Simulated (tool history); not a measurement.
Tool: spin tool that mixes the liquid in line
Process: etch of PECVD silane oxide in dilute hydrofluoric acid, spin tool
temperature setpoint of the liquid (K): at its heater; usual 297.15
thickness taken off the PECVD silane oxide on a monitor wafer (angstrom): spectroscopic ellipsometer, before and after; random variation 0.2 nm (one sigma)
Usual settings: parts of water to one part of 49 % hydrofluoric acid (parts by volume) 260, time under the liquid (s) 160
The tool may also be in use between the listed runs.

| run | hour | temperature setpoint of the liquid (K) | parts of water to one part of 49 % hydrofluoric acid (parts by volume) | time under the liquid (s) | read-back film thickness of the PECVD silane oxide reference wafer, read on the same gauge (nm) | thickness taken off the PECVD silane oxide on a monitor wafer (angstrom) |
|---|---|---|---|---|---|---|
| 1 | 0 | 297.15 | 260 | 160 | 69.96 | 262.8 |
| 2 | 42.3 | 297.15 | 260 | 160 | 70.02 | 266.5 |
| 3 | 99.5 | 297.15 | 260 | 160 | 70.04 | 267.5 |
| 4 | 184.4 | 297.15 | 260 | 160 | 69.99 | 268.5 |
| 5 | 250.6 | 297.15 | 260 | 160 | 69.99 | 269.2 |
| 6 | 355 | 297.15 | 260 | 160 | 70.03 | 268.9 |
| 7 | 391.8 | 297.15 | 260 | 160 | 70.02 | 273.4 |
| 8 | 495.7 | 297.15 | 260 | 195 | 69.96 | 335.6 |
|  | 503.7 | thermometer replaced |
|  | 532.4 | gauge calibrated |
| 9 | 596.3 | 297.15 | 260 | 160 | 69.99 | 272.8 |
| 10 | 739.6 | 294.15 | 260 | 110 | 69.96 | 168.4 |
| 11 | 786.3 | 297.15 | 260 | 160 | 69.99 | 275.5 |
|  | 796.9 | hydrofluoric acid flow meter replaced |
| 12 | 835.4 | 294.65 | 155 | 220 | 69.98 | 613.3 |
| 13 | 903.6 | 295.15 | 335 | 215 | 70.03 | 236.9 |
| 14 | 942 | 297.15 | 160 | 210 | 69.99 | 622.3 |
| 15 | 1045 | 297.15 | 160 | 210 | 70.05 | 634.1 |

Forecast each of these 3 alternatives for the next run:
| A | 1045.5 | 297.15 | 305 | 160 | ? | ? |
| B | 1045.5 | 299.65 | 335 | 115 | ? | ? |
| C | 1045.5 | 292.65 | 260 | 160 | ? | ? |

| run | read-back film thickness of the PECVD silane oxide reference wafer, read on the same gauge (nm) | thickness taken off the PECVD silane oxide on a monitor wafer (angstrom) |
|---|---|---|
| A | 70.01 | 219.2 |
| B | 70.01 | 151.4 |
| C | 70.01 | 228.5 |
Without the tool's hidden state the same runs would have given:
| run | thickness taken off the PECVD silane oxide on a monitor wafer (angstrom) |
|---|---|
| A | 207.6 |
| B | 143.5 |
| C | 216 |

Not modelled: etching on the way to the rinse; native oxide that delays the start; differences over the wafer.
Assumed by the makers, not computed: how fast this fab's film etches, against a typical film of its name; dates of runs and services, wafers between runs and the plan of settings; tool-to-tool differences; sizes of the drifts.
